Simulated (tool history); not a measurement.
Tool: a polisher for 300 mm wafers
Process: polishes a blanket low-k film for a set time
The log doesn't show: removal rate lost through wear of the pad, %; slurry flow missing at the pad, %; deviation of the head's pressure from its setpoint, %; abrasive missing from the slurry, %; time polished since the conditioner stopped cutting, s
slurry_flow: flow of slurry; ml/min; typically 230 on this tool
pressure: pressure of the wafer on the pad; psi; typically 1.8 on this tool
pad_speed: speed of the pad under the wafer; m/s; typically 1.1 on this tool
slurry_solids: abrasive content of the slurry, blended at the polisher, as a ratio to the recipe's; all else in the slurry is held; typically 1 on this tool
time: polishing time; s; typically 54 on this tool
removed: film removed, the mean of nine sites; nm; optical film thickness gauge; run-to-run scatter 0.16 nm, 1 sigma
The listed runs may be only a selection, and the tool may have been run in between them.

run    day  slurry_flow  pressure  pad_speed  slurry_solids  time  wafers since the last listed run  wafers polished on this pad  hours since the slurry nozzle was cleaned  hours since the head pressure was calibrated  hours since the slurry blender was calibrated  hours since the conditioning disc was replaced  incoming thickness of the incoming film, nm  removed
  1      0          230       1.8        1.1              1    66                                 0                          350                                      500.3                                         713.8                                          124.5                                               7                                        602.1     29.1
  2  0.275          230       1.8        1.1              1    66                                64                          414                                      506.9                                         720.4                                          131.1                                            13.6                                        597.7     28.8
  3  0.588          230       1.8        1.4              1    54                                72                          487                                      514.4                                         727.9                                          138.6                                            21.1                                        599.5     27.6
  4  0.992          230       1.8        1.1              1    54                                94                          581                                      524.1                                         737.6                                          148.3                                            30.8                                        595.7     23.8
  5  1.708          230       1.8        1.1              1    54                               167                          748                                      541.3                                         754.8                                          165.5                                              48                                        606.1     23.7
  6  2.446          195       1.3        1.1              1    54                               172                          920                                        559                                         772.5                                          183.2                                            65.7                                        597.5     17.6
  7  2.854          195       1.3        1.1              1    54                                95                         1015                                      568.8                                         782.3                                            193                                            75.5                                        603.5     17.6
  8  3.146          230       1.8        1.1              1    54                                68                         1084                                      575.8                                         789.3                                            200                                            82.5                                        596.7     23.4
     3.362  -- slurry nozzle cleaned
     3.708  -- slurry blender recalibrated
     3.979  -- worn pad replaced by a new one
  9      4          230       1.8        1.1              1    60                               131                            5                                       15.3                                         809.8                                              7                                             103                                        600.6     25.7
 10  4.379          230       1.8        1.1            0.9    72                                88                           93                                       24.4                                         818.9                                           16.1                                           112.1                                        605.1     29.4
 11  4.667          230         2        1.1           1.25    60                                67                          160                                       31.3                                         825.8                                             23                                             119                                        588.4     31.1
     5.175  -- head pressure recalibrated
 12  5.612          195         2        1.1            0.8    67                               201                          361                                         54                                          10.5                                           45.7                                           141.7                                        592.6     27.1
 13  6.075          230       1.8       0.76              1    54                               107                          469                                       65.1                                          21.6                                           56.8                                           152.8                                        610.9     18.6
     6.258  -- conditioning disc replaced and pad reconditioned
 14  6.371          230       1.8        1.1              1    54                                49                          519                                       72.2                                          28.7                                           63.9                                             2.7                                        594.9     23.5
 15  6.721          280       1.2        1.1           0.75    70                                81                          600                                       80.6                                          37.1                                           72.3                                            11.1                                        599.2     18.9
 16  7.421          230       1.8        1.1              1    54                               163                          764                                       97.4                                          53.9                                           89.1                                            27.9                                        592.3     23.6
     8.371  -- worn pad replaced by a new one
 17  8.538          230       1.8       0.86            1.2    54                               221                           38                                      124.2                                          80.7                                          115.9                                            54.7                                        601.6     22.4
 18  9.067          230       1.8        1.1              1    54                               123                          162                                      136.9                                          93.4                                          128.6                                            67.4                                        607.8     23.4

Selected run-to-run steps in removed, each split into two signed amounts: the part the tool would show with no hidden state at all (from settings, incoming material and random variation), and the remainder, which goes to the hidden state together with any gauge scatter not common to the measured and the hidden-state-free results:
Run 12 -> 13: slurry_flow 195 -> 230, pressure 2 -> 1.8, pad_speed 1.1 -> 0.76, slurry_solids 0.8 -> 1, time 67 -> 54. removed -8.5 nm: hidden state +0.5, all else -9.

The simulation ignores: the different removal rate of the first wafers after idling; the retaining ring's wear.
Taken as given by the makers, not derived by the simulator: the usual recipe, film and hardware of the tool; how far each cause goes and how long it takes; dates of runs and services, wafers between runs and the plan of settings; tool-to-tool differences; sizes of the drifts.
